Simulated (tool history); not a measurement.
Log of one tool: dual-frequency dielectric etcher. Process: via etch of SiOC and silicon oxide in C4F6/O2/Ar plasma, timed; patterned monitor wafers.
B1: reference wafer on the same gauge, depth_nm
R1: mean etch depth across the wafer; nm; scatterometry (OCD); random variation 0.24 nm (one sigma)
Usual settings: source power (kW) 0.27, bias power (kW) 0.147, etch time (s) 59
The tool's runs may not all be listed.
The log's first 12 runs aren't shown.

At day 30.333: upper electrode replaced.
Run 13, day 30.371: usual settings; B1 56.2. Result: R1 56 nm.
Run 14, day 33.733: usual settings but source power (kW) 0.23, bias power (kW) 0.18, etch time (s) 66.5; B1 56.2. Result: R1 63.7 nm.
At day 35.429: wet clean of the chamber.
Run 15, day 35.45: usual settings but source power (kW) 0.2; B1 56.1. Result: R1 50.3 nm.
Run 16, day 37.95: usual settings but source power (kW) 0.2, bias power (kW) 0.127; B1 56.2. Result: R1 47.5 nm.
At day 41.421: bias power generator calibrated.
Run 17, day 49.162: usual settings but source power (kW) 0.31, bias power (kW) 0.136, etch time (s) 69; B1 56.2. Result: R1 66.9 nm.
Run 18, day 52.612: usual settings; B1 56.1. Result: R1 55.4 nm.
At day 54.746: gauge calibrated.
Run 19, day 56.408: usual settings but source power (kW) 0.21, etch time (s) 53; B1 56.2. Result: R1 45.8 nm.
At day 57.758: wet clean of the chamber.
Run 20, day 59.421: usual settings but bias power (kW) 0.181, etch time (s) 74.5; B1 56.2. Result: R1 75.5 nm.
Run 21, day 63.342: usual settings but source power (kW) 0.29, bias power (kW) 0.178, etch time (s) 72.5; B1 56.1. Result: R1 75.4 nm.
Run 22, day 65.271: usual settings but source power (kW) 0.23; B1 56.2. Result: R1 52.4 nm.
Run 23, day 67.75: usual settings but source power (kW) 0.22, etch time (s) 64; B1 56.2. Result: R1 55.6 nm.
Run 24, day 70.208: usual settings but source power (kW) 0.23, bias power (kW) 0.112, etch time (s) 42; B1 56.2. Result: R1 33.9 nm.
Run 25, day 72.35: usual settings but bias power (kW) 0.181, etch time (s) 42; B1 56.2. Result: R1 42.4 nm.
Run 26, day 74.358: usual settings but source power (kW) 0.31, bias power (kW) 0.178, etch time (s) 54; B1 56.2. Result: R1 57 nm.
At day 78.762: wet clean of the chamber.
Run 27, day 78.783: usual settings but source power (kW) 0.25, etch time (s) 43.5; B1 56.2. Result: R1 39.7 nm.
Run 28, day 81.471: usual settings but source power (kW) 0.22, etch time (s) 64; B1 56.2. Result: R1 55.9 nm.
Run 29, day 84.221: usual settings but source power (kW) 0.24, etch time (s) 41.5; B1 56.2. Result: R1 37.3 nm.
Run 30, day 86.567: usual settings; B1 56.3. Result: R1 55.3 nm.
Run 31, day 89.225: usual settings but bias power (kW) 0.128, etch time (s) 73.5; B1 56.2. Result: R1 65.8 nm.

Forecast each of these 3 alternatives for the next run:
Run A, day 89.242: usual settings but source power (kW) 0.21; B1 ?. Result: R1 ?.
Run B, day 89.242: usual settings but source power (kW) 0.21, bias power (kW) 0.176; B1 ?. Result: R1 ?.
Run C, day 89.242: usual settings but source power (kW) 0.23, etch time (s) 72; B1 ?. Result: R1 ?.

run    B1    R1
  A  56.2  50.8
  B  56.2  54.2
  C  56.2    64
Without the tool's hidden state the same runs would have given:
run    R1
  A  51.5
  B  54.9
  C  64.9

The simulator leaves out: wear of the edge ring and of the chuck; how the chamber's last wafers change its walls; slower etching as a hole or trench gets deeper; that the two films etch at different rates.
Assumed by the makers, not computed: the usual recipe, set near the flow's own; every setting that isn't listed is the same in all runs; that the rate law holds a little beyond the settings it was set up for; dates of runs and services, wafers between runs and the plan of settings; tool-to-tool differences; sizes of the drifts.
